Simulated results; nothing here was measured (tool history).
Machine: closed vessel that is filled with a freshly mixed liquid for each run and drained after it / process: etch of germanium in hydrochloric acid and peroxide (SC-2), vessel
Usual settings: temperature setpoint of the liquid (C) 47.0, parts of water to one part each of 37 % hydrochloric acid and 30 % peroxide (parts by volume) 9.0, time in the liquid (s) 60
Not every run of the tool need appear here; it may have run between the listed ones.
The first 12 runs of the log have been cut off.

run	hour	temperature setpoint of the liquid (C)	parts of water to one part each of 37 % hydrochloric acid and 30 % peroxide (parts by volume)	time in the liquid (s)	wafers since the last listed run	hours since the thermometer was replaced	hours since the chemicals flow meter was replaced	hours since the drum of peroxide was connected	hours since the gauge calibration	read-back film thickness of the germanium reference wafer, read on the same gauge (nm)	thickness taken off the germanium on a monitor wafer (nm)
13	833.9	56.0	9.0	60	2986	1457.4	421.8	893.1	842.9	29.99	97.74
14	897.3	47.0	9.0	60	5145	1520.8	485.2	956.5	906.3	30.00	73.58
15	1001.6	47.0	9.0	60	8465	1625.1	589.5	1060.8	1010.6	29.97	72.46
16	1051.9	47.0	5.5	60	4082	1675.4	639.8	1111.1	1060.9	30.00	74.14
17	1104.2	47.0	9.0	60	4244	1727.7	692.1	1163.4	1113.2	30.00	72.03
18	1204.6	47.0	9.0	60	8148	1828.1	792.5	1263.8	1213.6	30.01	71.57
# hour 1216.3: new drum of peroxide connected
19	1309.7	54.5	9.0	70	8448	1933.2	897.6	93.4	1318.7	30.01	107.14
20	1379.1	47.0	9.0	60	5632	2002.6	967.0	162.8	1388.1	30.01	70.95
# hour 1407.7: thermometer replaced
21	1469.3	47.0	9.0	60	7239	61.6	1057.2	253.0	1478.3	30.02	75.09
22	1508.9	55.0	12.0	45	3214	101.2	1096.8	292.6	1517.9	29.99	72.37
23	1615.9	52.5	6.5	60	8684	208.2	1203.8	399.6	1624.9	30.00	93.13
24	1713.8	40.0	5.0	60	7945	306.1	1301.7	497.5	1722.8	29.99	61.86
25	1786.4	38.0	9.0	60	5892	378.7	1374.3	570.1	1795.4	30.00	55.75
26	1883.2	47.0	9.0	60	7856	475.5	1471.1	666.9	1892.2	29.99	75.91
27	1979.3	47.0	9.0	60	7799	571.6	1567.2	763.0	1988.3	30.00	75.66

Run 28 has not been measured yet. What should we expect?
28	2070.3	57.0	7.5	30	7385	662.6	1658.2	854.0	2079.3	?	?

{"run 28": {"read-back film thickness of the germanium reference wafer, read on the same gauge (nm)": 29.98, "thickness taken off the germanium on a monitor wafer (nm)": 51.61}}
With the hidden condition absent and the run-to-run variation left alone, this run would have shown thickness taken off the germanium on a monitor wafer (nm) 52.59.

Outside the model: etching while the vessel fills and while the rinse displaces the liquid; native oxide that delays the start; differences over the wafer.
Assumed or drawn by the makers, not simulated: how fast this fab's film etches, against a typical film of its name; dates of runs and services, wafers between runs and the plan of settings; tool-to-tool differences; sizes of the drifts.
